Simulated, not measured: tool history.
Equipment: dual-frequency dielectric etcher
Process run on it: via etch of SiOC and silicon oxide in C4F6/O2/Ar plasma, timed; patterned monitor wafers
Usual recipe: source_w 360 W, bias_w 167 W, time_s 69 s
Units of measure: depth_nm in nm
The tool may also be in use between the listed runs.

run	hour	source_w	bias_w	time_s	wafers since the last listed run	hours since the last wet clean	hours since the last source power generator calibration	hours since the last bias power generator calibration	hours since the last upper electrode change	hours since the gauge calibration	read-back reference wafer on the same gauge, depth_nm	depth_nm
1	0	300	142	69	0	439.5	4062.8	919.7	1587.9	993.7	68.8	66.2
# hour 79.5: wet clean of the chamber
2	80	360	167	69	825	0.5	4142.8	999.7	1667.9	1073.7	68.5	72.9
3	115	360	167	69	516	35.5	4177.8	1034.7	1702.9	1108.7	68.7	72.7
4	195.8	360	167	59.5	1191	116.3	4258.6	1115.5	1783.7	1189.5	68.6	63.5
5	266.1	360	167	79.5	1036	186.6	4328.9	1185.8	1854	1259.8	68.6	85.1
6	313.7	360	195	69	702	234.2	4376.5	1233.4	1901.6	1307.4	68.6	77.8
7	405.1	360	195	69	1347	325.6	4467.9	1324.8	1993	1398.8	68.6	78.1
8	463.1	360	167	69	855	383.6	4525.9	1382.8	2051	1456.8	68.4	75
9	516.8	360	159	54.5	791	437.3	4579.6	1436.5	2104.7	1510.5	68.5	59.1
# hour 565.3: wet clean of the chamber
10	590.9	360	159	54.5	738	25.6	4653.7	1510.6	2178.8	1584.6	68.6	57.4
11	643.7	360	159	54.5	778	78.4	4706.5	1563.4	2231.6	1637.4	68.5	57.8
# hour 663.3: gauge calibrated
12	724.9	360	167	74.5	1197	159.6	4787.7	1644.6	2312.8	61.6	68.6	80
# hour 763.1: source power generator calibrated
13	776.4	360	197	83.5	700	211.1	13.3	1696.1	2364.3	113.1	68.6	95.5
14	820.5	320	167	69	650	255.2	57.4	1740.2	2408.4	157.2	68.6	71
15	876.7	400	201	57.5	828	311.4	113.6	1796.4	2464.6	213.4	68.5	70.3
# hour 933.3: upper electrode replaced
16	952.8	360	167	69	768	387.5	189.7	1872.5	19.5	289.5	68.6	75.8
# hour 1052: wet clean of the chamber
17	1052.5	430	182	83.5	1116	0.5	289.4	1972.2	119.2	389.2	68.7	98.9
18	1080.3	270	167	74.5	409	28.3	317.2	2000	147	417	68.6	67.8
19	1180.9	290	167	69	1483	128.9	417.8	2100.6	247.6	517.6	68.5	66
20	1225	320	148	69	650	173	461.9	2144.7	291.7	561.7	68.6	67
21	1269.2	320	129	88	651	217.2	506.1	2188.9	335.9	605.9	68.6	82.2
22	1342.9	360	133	79	1086	290.9	579.8	2262.6	409.6	679.6	68.7	79.8
23	1614.1	360	167	69	3999	562.1	851	2533.8	680.8	950.8	68.5	76.2
# hour 1629.5: bias power generator calibrated
# hour 1642.1: wet clean of the chamber
24	1680.3	280	190	79	730	38.2	917.2	50.8	747	1017	68.5	77.1
25	1953.9	360	188	69	4035	311.8	1190.8	324.4	1020.6	1290.6	68.4	77.6
26	2006	360	167	69	768	363.9	1242.9	376.5	1072.7	1342.7	68.7	75.3
# hour 2025.8: gauge calibrated
27	2080	360	200	81.5	1091	437.9	1316.9	450.5	1146.7	54.2	68.7	94.8
# hour 2185: wet clean of the chamber
28	2185.5	300	167	84	1201	0.5	1422.4	556	1252.2	159.7	68.7	81.5
29	2235.9	360	135	79.5	743	50.9	1472.8	606.4	1302.6	210.1	68.6	79.1
30	2274.7	360	167	57	572	89.7	1511.6	645.2	1341.4	248.9	68.7	61.1

Below are 3 alternative next runs, each starting from the tool's condition after run 30. Predict each:
A	2275.1	360	167	69	5	90.1	1512	645.6	1341.8	249.3	?	?
B	2275.1	390	183	69	5	90.1	1512	645.6	1341.8	249.3	?	?
C	2275.1	360	202	69	5	90.1	1512	645.6	1341.8	249.3	?	?

run	read-back reference wafer on the same gauge, depth_nm	depth_nm
A	68.6	73
B	68.6	78
C	68.6	77.6
With the hidden condition removed and each run's random variation left untouched, the same runs would have given:
run	depth_nm
A	72.9
B	77.9
C	77.5
